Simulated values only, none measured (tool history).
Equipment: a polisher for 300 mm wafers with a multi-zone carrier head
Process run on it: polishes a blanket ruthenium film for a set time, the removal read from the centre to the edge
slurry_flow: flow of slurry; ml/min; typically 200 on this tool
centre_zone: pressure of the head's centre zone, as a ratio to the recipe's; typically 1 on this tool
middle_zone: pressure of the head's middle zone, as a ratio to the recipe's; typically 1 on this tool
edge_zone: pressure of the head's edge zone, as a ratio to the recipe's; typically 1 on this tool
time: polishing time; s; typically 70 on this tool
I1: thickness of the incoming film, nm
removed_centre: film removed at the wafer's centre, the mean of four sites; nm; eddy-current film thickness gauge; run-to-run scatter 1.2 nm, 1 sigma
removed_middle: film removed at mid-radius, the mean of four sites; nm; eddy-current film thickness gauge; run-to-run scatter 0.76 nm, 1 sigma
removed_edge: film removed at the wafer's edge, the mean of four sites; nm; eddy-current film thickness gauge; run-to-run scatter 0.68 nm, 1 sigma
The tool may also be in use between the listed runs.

Run 1, hour 0: usual settings but centre_zone 0.91, edge_zone 1.07; I1 264.1. Result: removed_centre 77.2 nm, removed_middle 77.9 nm, removed_edge 83.7 nm.
Run 2, hour 52.1: usual settings but centre_zone 0.91, edge_zone 1.07; I1 261.2. Result: removed_centre 72.1 nm, removed_middle 77.2 nm, removed_edge 83 nm.
At hour 58.3: worn pad replaced by a new one.
At hour 61.7: edge zone pressure recalibrated.
Run 3, hour 112.7: usual settings; I1 259.5. Result: removed_centre 84.5 nm, removed_middle 81.3 nm, removed_edge 83.1 nm.
Run 4, hour 204.3: usual settings; I1 259.3. Result: removed_centre 84.1 nm, removed_middle 80.7 nm, removed_edge 82.4 nm.
Run 5, hour 294.2: usual settings; I1 262.9. Result: removed_centre 82.9 nm, removed_middle 79.3 nm, removed_edge 81.2 nm.
Run 6, hour 336.1: usual settings but centre_zone 1.02; I1 258.8. Result: removed_centre 81.3 nm, removed_middle 76.7 nm, removed_edge 80.3 nm.
At hour 371.4: worn pad replaced by a new one, of another model than before.
At hour 385.9: edge zone pressure recalibrated.
Run 7, hour 432.5: usual settings but time 65 s; I1 254.4. Result: removed_centre 78.4 nm, removed_middle 75.5 nm, removed_edge 77.7 nm.
Run 8, hour 469.9: usual settings but time 65 s; I1 262.5. Result: removed_centre 76.8 nm, removed_middle 74.1 nm, removed_edge 77.7 nm.
Run 9, hour 525.2: usual settings but time 65 s; I1 263.9. Result: removed_centre 77.2 nm, removed_middle 75.5 nm, removed_edge 78.1 nm.
At hour 574.4: carrier head's membrane replaced by a new one.
Run 10, hour 607.9: usual settings but edge_zone 0.94; I1 260. Result: removed_centre 80.6 nm, removed_middle 79.5 nm, removed_edge 78.8 nm.
At hour 642.8: slurry nozzle cleaned.
At hour 670.8: worn pad replaced by a new one.
Run 11, hour 712.9: usual settings but centre_zone 0.95, edge_zone 0.96; I1 263.2. Result: removed_centre 82 nm, removed_middle 81.5 nm, removed_edge 82.6 nm.
At hour 727.6: edge zone pressure recalibrated.
At hour 945.6: centre zone pressure recalibrated.
Run 12, hour 1012.1: usual settings; I1 261.2. Result: removed_centre 77.7 nm, removed_middle 75.4 nm, removed_edge 78.4 nm.
At hour 1018.3: edge zone pressure recalibrated.
At hour 1020.1: worn pad replaced by a new one.
Run 13, hour 1062.7: usual settings but slurry_flow 175 ml/min, centre_zone 0.95, middle_zone 0.93, edge_zone 1.04; I1 260.1. Result: removed_centre 79.3 nm, removed_middle 78.1 nm, removed_edge 86.2 nm.

Expected results for the next run?
Run 14, hour 1100.5: usual settings but slurry_flow 255 ml/min, edge_zone 0.95, time 59 s; I1 255.1. Result: removed_centre ?, removed_middle ?, removed_edge ?.

{"run 14": {"removed_centre": 73.6, "removed_middle": 70.4, "removed_edge": 71.3}}
Take away the tool's hidden state, keep the run-to-run variation as it was, and the same run would have given removed_centre 73.9 nm, removed_middle 70.7 nm, removed_edge 71.6 nm.
